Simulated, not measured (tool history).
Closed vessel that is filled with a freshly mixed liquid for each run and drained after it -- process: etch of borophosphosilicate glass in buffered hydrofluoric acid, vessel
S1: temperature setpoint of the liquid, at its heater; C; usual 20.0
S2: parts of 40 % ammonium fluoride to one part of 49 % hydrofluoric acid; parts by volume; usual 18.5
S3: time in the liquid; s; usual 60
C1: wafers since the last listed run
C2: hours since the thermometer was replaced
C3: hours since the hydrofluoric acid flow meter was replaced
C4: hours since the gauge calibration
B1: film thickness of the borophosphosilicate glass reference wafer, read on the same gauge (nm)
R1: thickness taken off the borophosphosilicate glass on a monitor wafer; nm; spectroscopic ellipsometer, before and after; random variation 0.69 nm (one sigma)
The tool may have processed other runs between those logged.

run	hour	S1	S2	S3	C1	C2	C3	C4	B1	R1
1	0.0	18.0	18.5	60	0	786.9	782.5	492.9	40.00	77.58
# hour 28.6: hydrofluoric acid flow meter replaced
2	48.6	18.0	18.5	60	4945	835.5	20.0	541.5	40.00	77.07
3	58.0	20.0	18.5	60	976	844.9	29.4	550.9	39.99	86.63
4	72.3	20.0	18.5	60	1485	859.2	43.7	565.2	40.05	86.02
5	80.7	20.0	18.5	60	872	867.6	52.1	573.6	39.99	86.71
6	95.9	21.0	22.5	60	1579	882.8	67.3	588.8	40.00	77.69
7	104.4	18.5	18.5	60	883	891.3	75.8	597.3	39.99	78.83
8	113.9	18.5	18.5	60	987	900.8	85.3	606.8	40.00	78.61
9	131.4	18.5	18.5	60	1818	918.3	102.8	624.3	39.98	79.17
# hour 136.9: gauge calibrated
10	146.8	20.0	16.5	60	1600	933.7	118.2	9.9	40.02	95.42
11	164.0	20.0	15.5	95	1787	950.9	135.4	27.1	40.02	159.98
12	172.8	20.0	18.5	80	914	959.7	144.2	35.9	39.98	115.21
13	190.6	22.0	18.5	60	1849	977.5	162.0	53.7	40.03	95.77
14	201.3	23.5	16.0	90	1111	988.2	172.7	64.4	39.97	179.73
15	217.6	20.0	12.0	60	1693	1004.5	189.0	80.7	40.03	132.77
16	240.4	20.0	16.0	60	2368	1027.3	211.8	103.5	40.01	100.86
# hour 246.4: thermometer replaced
17	250.4	23.5	15.0	60	935	4.0	221.8	113.5	40.01	130.69
18	261.0	17.0	18.5	40	1101	14.6	232.4	124.1	39.98	48.87
19	269.2	20.0	18.5	35	851	22.8	240.6	132.3	40.00	50.32

Run 20 comes next. What will it give?
20	284.0	24.0	25.5	30	1537	37.6	255.4	147.1	?	?

Logged for run 20: B1 39.99, R1 42.09 nm.
The same run, on a tool lacking any hidden state, would have yielded R1 42.09 nm.
